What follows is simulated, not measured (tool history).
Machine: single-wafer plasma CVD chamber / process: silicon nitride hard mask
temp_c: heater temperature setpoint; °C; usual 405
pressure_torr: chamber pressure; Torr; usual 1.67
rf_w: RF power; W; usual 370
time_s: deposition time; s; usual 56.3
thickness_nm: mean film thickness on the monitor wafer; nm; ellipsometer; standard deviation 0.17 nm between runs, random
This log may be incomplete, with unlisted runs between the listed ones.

run	day	temp_c	pressure_torr	rf_w	time_s	wafers since the last listed run	hours since the last thermocouple change	hours since the last RF generator calibration	hours since the last manometer calibration	hours since the showerhead was replaced	hours since the gauge calibration	read-back reference wafer on the same gauge, thickness_nm	thickness_nm
1	0	405	1.67	370	63.6	0	1669.8	1367.7	846.7	6849.5	3.6	61.695	77.467
2	4.054	405	1.67	370	63.6	1459	1767.1	1465	944	6946.8	100.9	61.688	77.539
# day 5.25: capacitance manometer re-zeroed and calibrated
3	5.925	408	1.67	335	56.3	553	1812	1509.9	16.2	6991.7	145.8	61.733	64.766
4	10.267	408	1.67	335	56.3	1563	1916.2	1614.1	120.4	7095.9	250	61.798	64.726
5	12.879	408	1.67	335	56.3	940	1978.9	1676.8	183.1	7158.6	312.7	61.646	64.873
6	16.15	405	1.67	370	56.3	1177	2057.4	1755.3	261.6	7237.1	391.2	61.708	68.348
7	18.962	395	1.35	405	66.6	1012	2124.9	1822.8	329.1	7304.6	458.7	61.696	81.27
8	21.258	394	1.67	325	56.3	826	2180	1877.9	384.2	7359.7	513.8	61.686	63.722
9	23.983	411	1.28	370	53.1	981	2245.4	1943.3	449.6	7425.1	579.2	61.661	60.608
# day 25.717: RF generator calibrated
10	27.954	405	1.67	370	56.3	1309	2340.7	53.7	544.9	7520.4	674.5	61.656	68.215
# day 31.846: showerhead replaced
11	32.362	405	1.67	370	48.1	1467	2446.5	159.5	650.7	12.4	780.3	61.812	58.192
12	35.062	410	1.67	370	47.2	972	2511.3	224.3	715.5	77.2	845.1	61.732	57.196
13	38.854	393	1.8	420	45.2	1365	2602.3	315.3	806.5	168.2	936.1	61.676	60.128
14	42.233	405	1.67	370	56.3	1216	2683.4	396.4	887.6	249.3	1017.2	61.774	68.605
15	43.738	405	1.67	370	50.1	541	2719.5	432.5	923.7	285.4	1053.3	61.697	60.797
# day 45.262: thermocouple changed; heater temperature recalibrated
16	46.533	405	1.67	395	56.3	886	30.5	499.6	990.8	352.5	1120.4	61.752	70.821
17	49.208	405	1.67	370	48.1	963	94.7	563.8	1055	416.7	1184.6	61.729	58.456
18	52.829	395	1.35	405	66.6	1303	181.6	650.7	1141.9	503.6	1271.5	61.748	81.656
# day 53.779: capacitance manometer re-zeroed and calibrated
19	55.575	405	1.91	390	56.3	868	247.5	716.6	43.1	569.5	1337.4	61.73	72.589
20	60.021	391	2.05	320	56.3	1600	354.2	823.3	149.8	676.2	1444.1	61.699	66.382
21	62.475	392	1.26	395	64.4	883	413.1	882.2	208.7	735.1	1503	61.77	76.733
22	65.275	405	1.27	440	56.3	1008	480.3	949.4	275.9	802.3	1570.2	61.704	70.449
23	69.204	400	1.42	370	56.3	1414	574.6	1043.7	370.2	896.6	1664.5	61.649	66.273
24	71.121	405	1.67	370	65.1	690	620.6	1089.7	416.2	942.6	1710.5	61.646	79.056
25	73.8	405	1.37	335	63.3	964	684.9	1154	480.5	1006.9	1774.8	61.726	69.58
26	76.333	417	1.55	370	56.3	912	745.7	1214.8	541.3	1067.7	1835.6	61.65	66.866
27	78.742	418	2.01	310	46.8	867	803.5	1272.6	599.1	1125.5	1893.4	61.736	53.267

Predict each of these 5 candidate next runs independently; none follows another, all start after run 27:
A	78.758	405	1.67	370	56.3	6	803.9	1273	599.5	1125.9	1893.8	?	?
B	78.758	398	1.94	345	48.5	6	803.9	1273	599.5	1125.9	1893.8	?	?
C	78.758	393	1.27	325	65.8	6	803.9	1273	599.5	1125.9	1893.8	?	?
D	78.758	401	1.32	415	63.6	6	803.9	1273	599.5	1125.9	1893.8	?	?
E	78.758	405	2.05	370	56.3	6	803.9	1273	599.5	1125.9	1893.8	?	?

run	read-back reference wafer on the same gauge, thickness_nm	thickness_nm
A	61.702	68.108
B	61.702	58.591
C	61.702	70.204
D	61.702	77.731
E	61.702	71.27
With the hidden condition removed and each run's random variation left untouched, the same runs would have given:
run	thickness_nm
A	68.108
B	58.591
C	70.204
D	77.731
E	71.27

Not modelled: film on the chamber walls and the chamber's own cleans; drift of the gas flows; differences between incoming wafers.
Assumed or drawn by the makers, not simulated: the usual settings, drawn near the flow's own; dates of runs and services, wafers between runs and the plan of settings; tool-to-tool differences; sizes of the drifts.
